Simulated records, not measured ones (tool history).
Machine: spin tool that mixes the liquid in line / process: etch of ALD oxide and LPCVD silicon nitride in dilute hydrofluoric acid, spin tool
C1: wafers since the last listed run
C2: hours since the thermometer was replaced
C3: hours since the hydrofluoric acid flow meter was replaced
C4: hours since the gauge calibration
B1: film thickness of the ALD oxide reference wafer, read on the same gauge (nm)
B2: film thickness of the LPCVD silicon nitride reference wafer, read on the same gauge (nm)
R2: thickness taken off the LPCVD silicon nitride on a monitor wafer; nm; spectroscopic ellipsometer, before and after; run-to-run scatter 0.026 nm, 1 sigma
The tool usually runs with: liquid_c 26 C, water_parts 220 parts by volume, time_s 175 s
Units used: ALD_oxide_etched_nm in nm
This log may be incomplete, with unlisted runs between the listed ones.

{"run": 1, "day": 0.0, "liquid_c": 26, "water_parts": 220, "time_s": 175, "C1": 0, "C2": 310.5, "C3": 1271.1, "C4": 808.2, "B1": 120.01, "B2": 89.993, "ALD_oxide_etched_nm": 8.86, "R2": 0.477}
{"run": 2, "day": 2.208, "liquid_c": 26, "water_parts": 220, "time_s": 175, "C1": 451, "C2": 363.5, "C3": 1324.1, "C4": 861.2, "B1": 120, "B2": 89.979, "ALD_oxide_etched_nm": 8.87, "R2": 0.441}
{"run": 3, "day": 3.921, "liquid_c": 26, "water_parts": 220, "time_s": 175, "C1": 349, "C2": 404.6, "C3": 1365.2, "C4": 902.3, "B1": 120.02, "B2": 90.004, "ALD_oxide_etched_nm": 8.88, "R2": 0.48}
{"run": 4, "day": 4.925, "liquid_c": 27.5, "water_parts": 305, "time_s": 175, "C1": 205, "C2": 428.7, "C3": 1389.3, "C4": 926.4, "B1": 119.99, "B2": 89.989, "ALD_oxide_etched_nm": 6.29, "R2": 0.367}
{"run": 5, "day": 6.525, "liquid_c": 30.5, "water_parts": 110, "time_s": 80, "C1": 326, "C2": 467.1, "C3": 1427.7, "C4": 964.8, "B1": 120, "B2": 89.992, "ALD_oxide_etched_nm": 10.94, "R2": 0.665}
{"run": 6, "day": 7.654, "liquid_c": 26, "water_parts": 220, "time_s": 175, "C1": 230, "C2": 494.2, "C3": 1454.8, "C4": 991.9, "B1": 119.98, "B2": 90.003, "ALD_oxide_etched_nm": 8.89, "R2": 0.462}
{"run": 7, "day": 8.712, "liquid_c": 28, "water_parts": 220, "time_s": 260, "C1": 216, "C2": 519.6, "C3": 1480.2, "C4": 1017.3, "B1": 119.98, "B2": 90.003, "ALD_oxide_etched_nm": 14.21, "R2": 0.706}
{"run": 8, "day": 11.625, "liquid_c": 26, "water_parts": 145, "time_s": 125, "C1": 594, "C2": 589.5, "C3": 1550.1, "C4": 1087.2, "B1": 120.06, "B2": 89.979, "ALD_oxide_etched_nm": 10.52, "R2": 0.528}
{"day": 13.575, "done": "gauge calibrated"}
{"run": 9, "day": 17.65, "liquid_c": 26, "water_parts": 220, "time_s": 175, "C1": 1230, "C2": 734.1, "C3": 1694.7, "C4": 97.8, "B1": 120.03, "B2": 89.998, "ALD_oxide_etched_nm": 9.11, "R2": 0.519}
{"run": 10, "day": 18.958, "liquid_c": 29.5, "water_parts": 220, "time_s": 175, "C1": 267, "C2": 765.5, "C3": 1726.1, "C4": 129.2, "B1": 119.95, "B2": 89.985, "ALD_oxide_etched_nm": 10.12, "R2": 0.588}
{"run": 11, "day": 21.862, "liquid_c": 22.5, "water_parts": 135, "time_s": 140, "C1": 593, "C2": 835.2, "C3": 1795.8, "C4": 198.9, "B1": 120.06, "B2": 89.99, "ALD_oxide_etched_nm": 11.22, "R2": 0.52}
{"run": 12, "day": 22.912, "liquid_c": 26, "water_parts": 220, "time_s": 175, "C1": 214, "C2": 860.4, "C3": 1821, "C4": 224.1, "B1": 120.01, "B2": 90.023, "ALD_oxide_etched_nm": 8.9, "R2": 0.429}
{"run": 13, "day": 25.662, "liquid_c": 26, "water_parts": 310, "time_s": 240, "C1": 561, "C2": 926.4, "C3": 1887, "C4": 290.1, "B1": 120.01, "B2": 89.993, "ALD_oxide_etched_nm": 8, "R2": 0.493}
{"day": 26.021, "done": "hydrofluoric acid flow meter replaced"}
{"run": 14, "day": 27.112, "liquid_c": 26, "water_parts": 220, "time_s": 175, "C1": 287, "C2": 961.2, "C3": 26.2, "C4": 324.9, "B1": 120, "B2": 89.997, "ALD_oxide_etched_nm": 8.19, "R2": 0.447}
{"run": 15, "day": 29.204, "liquid_c": 26, "water_parts": 130, "time_s": 70, "C1": 427, "C2": 1011.4, "C3": 76.4, "C4": 375.1, "B1": 120, "B2": 90.014, "ALD_oxide_etched_nm": 6.24, "R2": 0.311}
{"run": 16, "day": 31.362, "liquid_c": 26, "water_parts": 220, "time_s": 175, "C1": 440, "C2": 1063.2, "C3": 128.2, "C4": 426.9, "B1": 120.03, "B2": 89.995, "ALD_oxide_etched_nm": 8.29, "R2": 0.419}
{"day": 31.679, "done": "thermometer replaced"}
{"run": 17, "day": 34.012, "liquid_c": 26, "water_parts": 220, "time_s": 175, "C1": 532, "C2": 56, "C3": 191.8, "C4": 490.5, "B1": 119.97, "B2": 90.003, "ALD_oxide_etched_nm": 8.68, "R2": 0.465}
{"run": 18, "day": 36.958, "liquid_c": 31, "water_parts": 220, "time_s": 245, "C1": 601, "C2": 126.7, "C3": 262.5, "C4": 561.2, "B1": 120, "B2": 90.023, "ALD_oxide_etched_nm": 14.4, "R2": 0.903}
{"run": 19, "day": 39.425, "liquid_c": 26, "water_parts": 220, "time_s": 175, "C1": 503, "C2": 185.9, "C3": 321.7, "C4": 620.4, "B1": 120.01, "B2": 89.968, "ALD_oxide_etched_nm": 8.7, "R2": 0.442}
{"run": 20, "day": 41.133, "liquid_c": 28.5, "water_parts": 220, "time_s": 95, "C1": 348, "C2": 226.9, "C3": 362.7, "C4": 661.4, "B1": 119.99, "B2": 90.031, "ALD_oxide_etched_nm": 5.15, "R2": 0.308}
{"run": 21, "day": 42.208, "liquid_c": 26, "water_parts": 290, "time_s": 175, "C1": 219, "C2": 252.7, "C3": 388.5, "C4": 687.2, "B1": 120.02, "B2": 90.013, "ALD_oxide_etched_nm": 6.17, "R2": 0.373}
{"run": 22, "day": 44.829, "liquid_c": 29, "water_parts": 220, "time_s": 175, "C1": 535, "C2": 315.6, "C3": 451.4, "C4": 750.1, "B1": 119.99, "B2": 89.987, "ALD_oxide_etched_nm": 9.71, "R2": 0.619}
{"run": 23, "day": 46.583, "liquid_c": 26, "water_parts": 220, "time_s": 175, "C1": 358, "C2": 357.7, "C3": 493.5, "C4": 792.2, "B1": 119.96, "B2": 89.991, "ALD_oxide_etched_nm": 8.71, "R2": 0.495}
{"run": 24, "day": 48.483, "liquid_c": 26, "water_parts": 295, "time_s": 175, "C1": 388, "C2": 403.3, "C3": 539.1, "C4": 837.8, "B1": 120.01, "B2": 89.99, "ALD_oxide_etched_nm": 5.97, "R2": 0.355}
{"run": 25, "day": 51.054, "liquid_c": 26, "water_parts": 160, "time_s": 175, "C1": 525, "C2": 465, "C3": 600.8, "C4": 899.5, "B1": 119.98, "B2": 90.002, "ALD_oxide_etched_nm": 12.65, "R2": 0.625}
{"run": 26, "day": 52.321, "liquid_c": 21.5, "water_parts": 250, "time_s": 175, "C1": 258, "C2": 495.4, "C3": 631.2, "C4": 929.9, "B1": 120.03, "B2": 89.993, "ALD_oxide_etched_nm": 6.26, "R2": 0.329}

Branching from run 26: 4 alternative next runs. What would each branch give?
{"run": "A", "day": 52.342, "liquid_c": 26, "water_parts": 220, "time_s": 175, "C1": 4, "C2": 495.9, "C3": 631.7, "C4": 930.4, "B1": "?", "B2": "?", "ALD_oxide_etched_nm": "?", "R2": "?"}
{"run": "B", "day": 52.342, "liquid_c": 26, "water_parts": 150, "time_s": 250, "C1": 4, "C2": 495.9, "C3": 631.7, "C4": 930.4, "B1": "?", "B2": "?", "ALD_oxide_etched_nm": "?", "R2": "?"}
{"run": "C", "day": 52.342, "liquid_c": 26, "water_parts": 220, "time_s": 240, "C1": 4, "C2": 495.9, "C3": 631.7, "C4": 930.4, "B1": "?", "B2": "?", "ALD_oxide_etched_nm": "?", "R2": "?"}
{"run": "D", "day": 52.342, "liquid_c": 30.5, "water_parts": 115, "time_s": 175, "C1": 4, "C2": 495.9, "C3": 631.7, "C4": 930.4, "B1": "?", "B2": "?", "ALD_oxide_etched_nm": "?", "R2": "?"}

run=A B1=120.01 B2=90.027 ALD_oxide_etched_nm=8.76 R2=0.441
run=B B1=120.01 B2=90.027 ALD_oxide_etched_nm=19.82 R2=0.922
run=C B1=120.01 B2=90.027 ALD_oxide_etched_nm=12.02 R2=0.605
run=D B1=120.01 B2=90.027 ALD_oxide_etched_nm=22.37 R2=1.119
What these runs would have given with no unlogged condition in the tool:
run=A ALD_oxide_etched_nm=8.53 R2=0.44
run=B ALD_oxide_etched_nm=19.36 R2=0.921
run=C ALD_oxide_etched_nm=11.7 R2=0.603
run=D ALD_oxide_etched_nm=21.86 R2=1.117

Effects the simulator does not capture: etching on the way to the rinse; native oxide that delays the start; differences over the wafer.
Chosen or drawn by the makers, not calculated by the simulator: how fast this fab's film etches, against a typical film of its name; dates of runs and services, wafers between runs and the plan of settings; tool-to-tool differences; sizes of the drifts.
